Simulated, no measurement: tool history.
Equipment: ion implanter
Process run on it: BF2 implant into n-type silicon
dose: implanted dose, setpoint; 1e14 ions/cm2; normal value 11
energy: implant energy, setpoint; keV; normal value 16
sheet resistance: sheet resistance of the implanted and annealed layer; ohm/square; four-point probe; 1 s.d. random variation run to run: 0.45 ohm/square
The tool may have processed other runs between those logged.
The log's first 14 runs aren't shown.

run	hour	dose	energy	wafers since the last listed run	hours since the last dose calibration	hours since the extraction supply was calibrated	hours since the gauge calibration	read-back reference wafer on the same gauge, sheet resistance	sheet resistance
15	1074	11	16	1614	228.8	3659.6	890.4	187.93	195.13
16	1175.2	11	16	2532	330	3760.8	991.6	187.98	194.95
17	1233.5	11.66	20.5	1458	388.3	3819.1	1049.9	187.98	172.67
18	1335.5	11.66	20.5	2552	490.3	3921.1	1151.9	187.92	172.39
19	1378.7	11	16	1081	533.5	3964.3	1195.1	187.86	192.99
20	1477.6	9.58	11	2474	632.4	4063.2	1294	187.93	229.93
21	1534.2	11	16	1416	689	4119.8	1350.6	188.08	193.08
22	1576.3	8.85	17.5	1053	731.1	4161.9	1392.7	188.01	198.34
23	1674.7	12.03	20	2462	829.5	4260.3	1491.1	187.84	171.56
24	1718.1	9.9	16	1086	872.9	4303.7	1534.5	187.95	198.4
25	1780.3	11	16	1556	935.1	4365.9	1596.7	188.01	192.96
# hour 1823.4: Faraday cup replaced and dose calibrated
26	1842.6	11	10.5	1358	19.2	4428.2	1659	187.86	226.84
# hour 1876.5: extraction supply calibrated
27	1891	12.86	12	1010	67.6	14.5	1707.4	187.97	209.52
28	1945.8	13.34	17.5	1371	122.4	69.3	1762.2	188.08	179.87
29	2016.4	9.9	16	1766	193	139.9	1832.8	188.04	200.12
30	2082.1	11	21.5	1644	258.7	205.6	1898.5	188.03	170.98
31	2121.5	12.89	16	985	298.1	245	1937.9	187.93	186.85
# hour 2153.8: gauge calibrated
32	2384.3	7.71	20	6576	560.9	507.8	230.5	188.05	198.72
33	2488.7	9.36	10.5	2612	665.3	612.2	334.9	187.96	234.57
34	2557	13.94	21.5	1709	733.6	680.5	403.2	188.01	161.25
35	2678.3	13.1	19	3035	854.9	801.8	524.5	187.92	172.46
36	2779.1	13	21.5	2522	955.7	902.6	625.3	187.95	162.42
# hour 2810: Faraday cup replaced and dose calibrated
37	2867.2	12.12	13.5	2004	57.2	990.7	713.4	188.2	203.8
38	2953.2	13.1	11	2152	143.2	1076.7	799.4	188.07	215.22

Branching from run 38: 3 alternative next runs. What would each branch give?
A	2953.6	11	16	10	143.6	1077.1	799.8	?	?
B	2953.6	13.16	11.5	10	143.6	1077.1	799.8	?	?
C	2953.6	8.4	14	10	143.6	1077.1	799.8	?	?

run	read-back reference wafer on the same gauge, sheet resistance	sheet resistance
A	187.98	195.39
B	187.98	212.79
C	187.98	222.41
What these runs would have given with no unlogged condition in the tool:
run	sheet resistance
A	195.15
B	212.61
C	222.04
